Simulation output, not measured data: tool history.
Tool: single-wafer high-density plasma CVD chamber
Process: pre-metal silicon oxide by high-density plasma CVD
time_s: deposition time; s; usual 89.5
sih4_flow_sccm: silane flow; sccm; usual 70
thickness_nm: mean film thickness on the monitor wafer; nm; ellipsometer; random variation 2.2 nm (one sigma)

run	hour	time_s	sih4_flow_sccm	read-back reference wafer on the same gauge, thickness_nm	thickness_nm
1	0	89.5	75	599.072	683.574
2	70	89.5	75	599.264	687.364
3	135	89.5	75	598.949	689.286
4	164.9	93.8	77	599.033	747.183
5	198.7	89.5	70	598.24	646.005
6	268.1	89.5	70	598.91	639.15
7	307.2	89.5	70	599.214	649.194
8	357	89.5	70	598.619	649.068
9	382.3	89.5	70	598.587	647.092
10	410.2	89.5	70	598.194	644.784
11	469.1	89.5	59	599.076	545.904
12	537.5	89.5	59	599.162	543.09
13	580.1	89.5	70	598.928	647.53
14	611.3	89.5	70	598.831	649.09
15	675.6	89.5	66	599.454	612.627
16	735.4	89.5	66	598.838	612.835
17	785.4	89.5	66	598.816	610.97
18	832.5	78.7	70	599.052	569.432
19	897	89.5	70	599.36	646.647
20	921.9	89.5	70	599.223	649.336
# hour 986.1: gauge calibrated
21	992.9	89.5	70	598.779	651.434
22	1061.2	89.5	70	599.806	647.042
23	1133.1	89.5	57	599.115	528.777
24	1161.2	103	58	598.998	615.947
25	1222.2	89.5	70	599.123	649.666
26	1279	94.7	80	598.68	788.515
27	1328	89.5	70	599.214	648.616
28	1356.5	89.5	70	598.612	648.681
29	1383.1	98.4	78	598.967	801.021
30	1409.5	72.6	77	599.496	579.758
# hour 1502.9: silane flow controller replaced
31	1551.1	89.5	83	599.466	726.412
32	1602.3	89.5	75	599.186	659.666
33	1634	97.4	70	598.93	669.268
34	1675.4	89.5	78	598.783	690.303
35	1708	83.1	70	598.871	576.542
36	1761.9	82.9	80	599.015	655.462
37	1794.3	79.7	78	599.24	621.415
38	1845.5	82	70	598.991	571.212
39	1872.5	77.2	70	599.392	538.906
40	1933.6	89.5	70	599.752	626.207
41	1966.8	81.4	70	599.354	571.175
42	2030.3	89.5	81	599.236	727.522
43	2093.5	106.3	80	599.06	855.615
44	2136.6	89.5	58	598.867	520.086

5 ways to go on from here, each from the tool as it stands after run 44. What would each give?
A	2137	89.5	70	?	?
B	2137	72.3	58	?	?
C	2137	99.8	62	?	?
D	2137	96	65	?	?
E	2137	83.5	80	?	?

run	read-back reference wafer on the same gauge, thickness_nm	thickness_nm
A	599.304	628.315
B	599.304	420.555
C	599.304	620.552
D	599.304	625.807
E	599.304	669.935
Without the tool's hidden state the same runs would have given:
run	thickness_nm
A	610.721
B	408.778
C	603.176
D	608.284
E	651.176
